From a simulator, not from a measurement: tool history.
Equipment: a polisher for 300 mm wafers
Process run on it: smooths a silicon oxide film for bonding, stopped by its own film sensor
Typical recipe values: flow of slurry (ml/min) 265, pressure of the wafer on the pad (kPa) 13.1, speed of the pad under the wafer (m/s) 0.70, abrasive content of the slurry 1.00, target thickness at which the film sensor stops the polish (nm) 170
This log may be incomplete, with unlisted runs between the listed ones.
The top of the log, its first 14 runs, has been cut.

run,hour,flow of slurry (ml/min),pressure of the wafer on the pad (kPa),speed of the pad under the wafer (m/s),abrasive content of the slurry,target thickness at which the film sensor stops the polish (nm),wafers since the last listed run,wafers polished on this pad,hours since the slurry nozzle was cleaned,hours since the head pressure was calibrated,hours since the slurry blender was calibrated,"incoming thickness of the incoming film, nm",time until the film sensor stopped the polish (s)
15,175.0,265,13.1,0.70,1.00,170,97,613,730.3,475.1,50.6,209.9,64.2
16,184.3,265,13.1,0.70,1.00,170,90,703,739.6,484.4,59.9,208.7,62.5
# hour 190.0: slurry nozzle cleaned
17,194.2,265,11.0,0.86,1.25,159,86,789,4.2,494.3,69.8,208.2,74.0
18,202.4,295,13.1,0.56,1.00,159,79,869,12.4,502.5,78.0,209.8,90.8
19,210.8,295,13.1,0.56,1.00,159,81,950,20.8,510.9,86.4,210.2,94.0
20,227.6,265,15.2,0.90,1.00,176,162,1113,37.6,527.7,103.2,208.2,39.6
# hour 236.1: worn pad replaced by a new one
21,236.6,335,9.0,0.52,1.00,175,48,5,46.6,536.7,112.2,211.5,98.4
22,252.5,295,13.1,0.56,1.00,159,154,159,62.5,552.6,128.1,209.4,91.6
# hour 257.7: head pressure recalibrated
23,261.7,265,16.5,0.92,0.80,180,69,228,71.7,4.0,137.3,209.1,46.3
24,270.1,265,15.2,0.62,1.15,165,81,310,80.1,12.4,145.7,208.9,67.5
25,287.3,265,13.1,0.70,1.00,170,166,477,97.3,29.6,162.9,206.8,68.7
26,298.2,235,16.5,0.70,1.00,170,105,582,108.2,40.5,173.8,212.7,62.9
27,314.8,265,13.1,0.50,1.00,170,160,743,124.8,57.1,190.4,207.3,81.4
28,321.4,190,13.1,0.48,1.25,170,63,807,131.4,63.7,197.0,210.2,78.7
29,329.8,265,13.1,0.86,1.00,170,81,889,139.8,72.1,205.4,210.0,67.1
# hour 338.1: worn pad replaced by a new one
30,340.8,265,13.1,0.70,1.00,170,67,26,150.8,83.1,216.4,211.6,76.8
31,346.8,265,11.0,0.94,1.00,170,58,84,156.8,89.1,222.4,213.9,82.0

Consider 3 possible next runs. They are alternatives, not a sequence: every one starts from the tool as it was left by run 31. What does each give?
A,347.2,265,11.0,0.70,1.00,170,3,88,157.2,89.5,222.8,210.0,?
B,347.2,265,17.2,0.70,1.00,170,3,88,157.2,89.5,222.8,210.0,?
C,347.2,265,13.1,0.70,1.00,177,3,88,157.2,89.5,222.8,210.0,?

run,time until the film sensor stopped the polish (s)
A,88.3
B,56.5
C,61.4
The same runs, with their run-to-run variation unchanged, on a tool lacking any hidden condition would have given:
run,time until the film sensor stopped the polish (s)
A,81.4
B,52.1
C,56.6
